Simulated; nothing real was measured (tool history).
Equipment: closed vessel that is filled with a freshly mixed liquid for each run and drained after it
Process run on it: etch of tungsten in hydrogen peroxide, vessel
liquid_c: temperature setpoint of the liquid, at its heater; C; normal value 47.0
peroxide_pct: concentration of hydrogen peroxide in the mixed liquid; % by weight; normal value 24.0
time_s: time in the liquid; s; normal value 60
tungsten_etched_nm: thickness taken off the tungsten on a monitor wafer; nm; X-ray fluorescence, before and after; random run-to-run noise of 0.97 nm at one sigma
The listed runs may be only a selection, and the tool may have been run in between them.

run,hour,liquid_c,peroxide_pct,time_s,"read-back film thickness of the tungsten reference wafer, read on the same gauge (nm)",tungsten_etched_nm
1,0.0,47.0,24.0,60,29.98,112.77
2,97.0,47.0,24.0,60,30.00,111.04
3,160.1,47.0,24.0,60,29.99,113.61
4,229.6,47.0,24.0,60,29.98,113.16
5,295.6,42.0,29.0,35,30.01,51.83
# hour 321.7: gauge calibrated
6,349.6,47.0,24.0,35,30.00,64.71
7,428.0,47.0,24.0,60,30.01,110.79
8,471.5,47.0,20.0,60,30.02,99.85
# hour 502.7: thermometer replaced
9,574.2,47.0,29.0,95,29.98,188.98
10,674.7,47.0,24.0,60,30.02,109.13
# hour 688.2: peroxide flow meter replaced
11,726.1,47.0,24.0,60,29.99,113.50
# hour 760.6: new drum of peroxide connected
12,821.4,43.0,26.5,30,30.00,46.25
13,904.0,47.0,18.0,30,30.00,48.51
14,1002.5,38.0,26.0,70,30.00,77.25
15,1077.3,39.0,22.0,30,29.99,32.00
16,1139.5,47.0,19.5,85,30.02,140.43
17,1243.1,47.0,24.0,60,30.01,110.14
18,1296.2,47.0,24.0,60,30.01,108.19
# hour 1306.6: thermometer replaced
19,1347.5,42.5,30.0,90,29.97,135.80
20,1388.5,47.0,22.0,60,29.98,102.72
# hour 1483.7: peroxide flow meter replaced
21,1618.7,44.5,21.5,80,29.98,123.20
22,1702.4,47.0,24.0,30,30.00,56.49
23,1915.4,52.0,24.0,60,30.00,151.62
# hour 1977.4: new drum of peroxide connected
24,2007.1,39.5,28.5,85,30.00,104.79
# hour 2102.9: thermometer replaced
# hour 2304.5: peroxide flow meter replaced
25,2325.0,42.0,21.5,40,30.00,52.77
26,2399.7,47.0,24.0,85,30.01,163.25
27,2453.4,53.0,19.5,90,30.00,219.22
28,2524.9,47.0,24.0,60,29.99,112.20
29,2626.6,47.0,27.0,35,29.99,70.03

For each run, what was the tool's unlogged condition?
liquid colder than its thermometer reads (K): 0 across all the runs
peroxide weaker than its label (%): 0 across all the runs
gauge reads high (%): 0 across all the runs
H1: peroxide flow below the setpoint (%)
run,H1
1,2.43
2,3.7
3,4.52
4,5.43
5,6.3
6,7
7,8.03
8,8.6
9,9.94
10,11.3
11,1.26
12,2.51
13,3.59
14,4.88
15,5.85
16,6.67
17,8.03
18,8.72
19,9.39
20,9.93
21,2.01
22,3.1
23,5.89
24,7.09
25,1.17
26,2.15
27,2.85
28,3.78
29,5.12
